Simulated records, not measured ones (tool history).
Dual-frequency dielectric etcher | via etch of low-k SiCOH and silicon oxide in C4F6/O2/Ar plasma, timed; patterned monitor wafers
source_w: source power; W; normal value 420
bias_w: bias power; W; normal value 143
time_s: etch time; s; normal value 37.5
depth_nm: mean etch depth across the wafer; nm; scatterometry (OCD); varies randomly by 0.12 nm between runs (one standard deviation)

run	hour	source_w	bias_w	time_s	wafers since the last listed run	hours since the last wet clean	hours since the last source power generator calibration	hours since the last bias power generator calibration	hours since the last upper electrode change	hours since the gauge calibration	read-back reference wafer on the same gauge, depth_nm	depth_nm
1	0	420	143	45	0	202.7	3470.1	4779	4519.8	258.4	80	93.1
2	29.6	420	143	37.5	338	232.3	3499.7	4808.6	4549.4	288	80	77.5
3	60.4	420	143	37.5	352	263.1	3530.5	4839.4	4580.2	318.8	80	77.5
4	85.9	420	143	37.5	291	288.6	3556	4864.9	4605.7	344.3	80	77.5
5	109.8	420	143	37.5	273	312.5	3579.9	4888.8	4629.6	368.2	80	77.1
6	131	420	143	37.5	242	333.7	3601.1	4910	4650.8	389.4	80	77.3
# hour 142.1: source power generator calibrated
# hour 150.4: bias power generator calibrated
7	154.6	420	143	31	178	357.3	12.5	4.2	4674.4	413	80	63.8
8	167.4	420	143	31	146	370.1	25.3	17	4687.2	425.8	80	63.9
# hour 189.1: gauge calibrated
9	199.3	360	143	30.5	364	402	57.2	48.9	4719.1	10.2	80	59.3
10	223	480	170	29	270	425.7	80.9	72.6	4742.8	33.9	80	65.5
# hour 251: wet clean of the chamber
11	254	420	161	34.5	80	3	111.9	103.6	4773.8	64.9	80	74.4
12	272	330	118	32	205	21	129.9	121.6	4791.8	82.9	80	58.5
13	288.4	460	179	44	187	37.4	146.3	138	4808.2	99.3	80	100.4
14	314.9	420	143	37.5	302	63.9	172.8	164.5	4834.7	125.8	80	78.1
15	337.2	360	143	34.5	254	86.2	195.1	186.8	4857	148.1	80	68
# hour 375.8: upper electrode replaced
16	376.3	420	124	37.5	172	125.3	234.2	225.9	0.5	187.2	80	75.3
17	395.5	340	155	45.5	219	144.5	253.4	245.1	19.7	206.4	80	89.5
18	471.8	420	143	37.5	872	220.8	329.7	321.4	96	282.7	80	77.7

For each run, what was the tool's unlogged condition?
source power that arrives over what is set, %: 0, the same for each run
bias power that arrives over what is set, %: 0, the same for each run
gauge reads high (%): 0, the same for each run
H1: etch rate over this chamber's usual, %
run	H1
1	-0.711
2	-0.797
3	-0.887
4	-0.961
5	-1.03
6	-1.09
7	-1.16
8	-1.2
9	-1.29
10	-1.36
11	0.0915
12	0.0393
13	-0.00832
14	-0.0852
15	-0.15
16	-0.263
17	-0.319
18	-0.541
